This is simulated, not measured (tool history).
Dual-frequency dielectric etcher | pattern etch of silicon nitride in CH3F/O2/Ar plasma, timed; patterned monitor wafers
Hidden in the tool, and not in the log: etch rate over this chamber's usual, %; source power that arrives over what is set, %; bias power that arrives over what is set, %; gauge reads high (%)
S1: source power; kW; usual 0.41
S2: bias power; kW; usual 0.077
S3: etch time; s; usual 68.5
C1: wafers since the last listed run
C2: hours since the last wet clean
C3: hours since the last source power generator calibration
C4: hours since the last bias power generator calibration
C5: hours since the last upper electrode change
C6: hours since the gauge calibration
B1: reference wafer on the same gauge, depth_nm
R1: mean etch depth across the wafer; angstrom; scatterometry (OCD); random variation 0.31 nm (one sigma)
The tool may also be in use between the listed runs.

run 1 hour=0 | S1=0.41 S2=0.077 S3=60.5 | C1=0 C2=500.3 C3=4687.9 C4=1319.9 C5=2266.4 C6=370.8 | B1=44.86 | R1=483
run 2 hour=9.2 | S1=0.41 S2=0.077 S3=60.5 | C1=85 C2=509.5 C3=4697.1 C4=1329.1 C5=2275.6 C6=380 | B1=45 | R1=479.2
run 3 hour=17.2 | S1=0.41 S2=0.077 S3=68.5 | C1=74 C2=517.5 C3=4705.1 C4=1337.1 C5=2283.6 C6=388 | B1=45 | R1=548.2
run 4 hour=35 | S1=0.41 S2=0.077 S3=68.5 | C1=165 C2=535.3 C3=4722.9 C4=1354.9 C5=2301.4 C6=405.8 | B1=45.1 | R1=552.7
run 5 hour=48.4 | S1=0.41 S2=0.077 S3=68.5 | C1=124 C2=548.7 C3=4736.3 C4=1368.3 C5=2314.8 C6=419.2 | B1=44.99 | R1=544.7
-- hour=51.2 gauge calibrated
run 6 hour=65.9 | S1=0.41 S2=0.077 S3=68.5 | C1=162 C2=566.2 C3=4753.8 C4=1385.8 C5=2332.3 C6=14.7 | B1=45.14 | R1=546.7
run 7 hour=74.8 | S1=0.41 S2=0.077 S3=68.5 | C1=82 C2=575.1 C3=4762.7 C4=1394.7 C5=2341.2 C6=23.6 | B1=44.99 | R1=545.6
run 8 hour=87.3 | S1=0.41 S2=0.077 S3=68.5 | C1=116 C2=587.6 C3=4775.2 C4=1407.2 C5=2353.7 C6=36.1 | B1=45 | R1=550.7
run 9 hour=97.9 | S1=0.39 S2=0.077 S3=68.5 | C1=98 C2=598.2 C3=4785.8 C4=1417.8 C5=2364.3 C6=46.7 | B1=45.08 | R1=543.1
-- hour=129.4 bias power generator calibrated
-- hour=150.5 wet clean of the chamber
run 10 hour=151 | S1=0.39 S2=0.077 S3=68.5 | C1=260 C2=0.5 C3=4838.9 C4=21.6 C5=2417.4 C6=99.8 | B1=45.03 | R1=516.6
run 11 hour=151.3 | S1=0.41 S2=0.077 S3=61.5 | C1=2 C2=0.8 C3=4839.2 C4=21.9 C5=2417.7 C6=100.1 | B1=44.97 | R1=469.5
run 12 hour=151.6 | S1=0.51 S2=0.059 S3=68.5 | C1=2 C2=1.1 C3=4839.5 C4=22.2 C5=2418 C6=100.4 | B1=45.01 | R1=474.2
run 13 hour=154.9 | S1=0.31 S2=0.095 S3=68.5 | C1=30 C2=4.4 C3=4842.8 C4=25.5 C5=2421.3 C6=103.7 | B1=44.99 | R1=539.5
run 14 hour=167.6 | S1=0.32 S2=0.059 S3=68.5 | C1=117 C2=17.1 C3=4855.5 C4=38.2 C5=2434 C6=116.4 | B1=45.04 | R1=411.2
run 15 hour=174.3 | S1=0.41 S2=0.077 S3=49 | C1=62 C2=23.8 C3=4862.2 C4=44.9 C5=2440.7 C6=123.1 | B1=44.93 | R1=374.4
-- hour=184.6 source power generator calibrated
run 16 hour=188 | S1=0.41 S2=0.071 S3=79.5 | C1=90 C2=37.5 C3=3.4 C4=58.6 C5=2454.4 C6=136.8 | B1=44.93 | R1=581.7
-- hour=216.7 upper electrode replaced
run 17 hour=217.2 | S1=0.38 S2=0.085 S3=86 | C1=48 C2=66.7 C3=32.6 C4=87.8 C5=0.5 C6=166 | B1=45.03 | R1=685
run 18 hour=217.5 | S1=0.31 S2=0.095 S3=68.5 | C1=2 C2=67 C3=32.9 C4=88.1 C5=0.8 C6=166.3 | B1=44.99 | R1=542.6
run 19 hour=221.5 | S1=0.46 S2=0.077 S3=68.5 | C1=37 C2=71 C3=36.9 C4=92.1 C5=4.8 C6=170.3 | B1=45.02 | R1=542.5
run 20 hour=232.5 | S1=0.49 S2=0.088 S3=48.5 | C1=102 C2=82 C3=47.9 C4=103.1 C5=15.8 C6=181.3 | B1=44.89 | R1=416.4
run 21 hour=242.1 | S1=0.45 S2=0.084 S3=68.5 | C1=89 C2=91.6 C3=57.5 C4=112.7 C5=25.4 C6=190.9 | B1=45.09 | R1=561.3
run 22 hour=259.9 | S1=0.44 S2=0.063 S3=87 | C1=165 C2=109.4 C3=75.3 C4=130.5 C5=43.2 C6=208.7 | B1=44.96 | R1=610
run 23 hour=268.2 | S1=0.41 S2=0.077 S3=68.5 | C1=77 C2=117.7 C3=83.6 C4=138.8 C5=51.5 C6=217 | B1=44.98 | R1=532.5
run 24 hour=322 | S1=0.39 S2=0.077 S3=68.5 | C1=499 C2=171.5 C3=137.4 C4=192.6 C5=105.3 C6=270.8 | B1=44.93 | R1=520.9
run 25 hour=338.1 | S1=0.47 S2=0.07 S3=68.5 | C1=149 C2=187.6 C3=153.5 C4=208.7 C5=121.4 C6=286.9 | B1=45.1 | R1=517.4
run 26 hour=355 | S1=0.41 S2=0.077 S3=68.5 | C1=156 C2=204.5 C3=170.4 C4=225.6 C5=138.3 C6=303.8 | B1=44.99 | R1=534.5
run 27 hour=372.5 | S1=0.41 S2=0.092 S3=68.5 | C1=162 C2=222 C3=187.9 C4=243.1 C5=155.8 C6=321.3 | B1=45.01 | R1=591.1
run 28 hour=379.3 | S1=0.49 S2=0.089 S3=68.5 | C1=63 C2=228.8 C3=194.7 C4=249.9 C5=162.6 C6=328.1 | B1=44.91 | R1=599.5
run 29 hour=420.8 | S1=0.34 S2=0.077 S3=57.5 | C1=385 C2=270.3 C3=236.2 C4=291.4 C5=204.1 C6=369.6 | B1=45.02 | R1=420.6
run 30 hour=428.6 | S1=0.33 S2=0.089 S3=68.5 | C1=72 C2=278.1 C3=244 C4=299.2 C5=211.9 C6=377.4 | B1=45.14 | R1=544.9

Hidden state or all else? Some run-to-run changes of R1, split into what the settings, what came in and random variation would give without the hidden state, and what is left for the hidden state (with any gauge scatter that isn't in both results):
Run 2 -> 3: S3 60.5 -> 68.5. R1 +69 angstrom: hidden state +3.6, all else +65.4.
Run 9 -> 10: bias power generator calibrated, wet clean of the chamber. R1 -26.5 angstrom: hidden state -29.3, all else +2.8.
Run 15 -> 16: S2 0.077 -> 0.071, S3 49 -> 79.5, source power generator calibrated. R1 +207.3 angstrom: hidden state +1.4, all else +205.9.
Run 20 -> 21: S1 0.49 -> 0.45, S2 0.088 -> 0.084, S3 48.5 -> 68.5. R1 +144.9 angstrom: hidden state +1.6, all else +143.3.
Run 28 -> 29: S1 0.49 -> 0.34, S2 0.089 -> 0.077, S3 68.5 -> 57.5. R1 -178.9 angstrom: hidden state -2.4, all else -176.5.
Run 29 -> 30: S1 0.34 -> 0.33, S2 0.077 -> 0.089, S3 57.5 -> 68.5. R1 +124.3 angstrom: hidden state +3.5, all else +120.8.
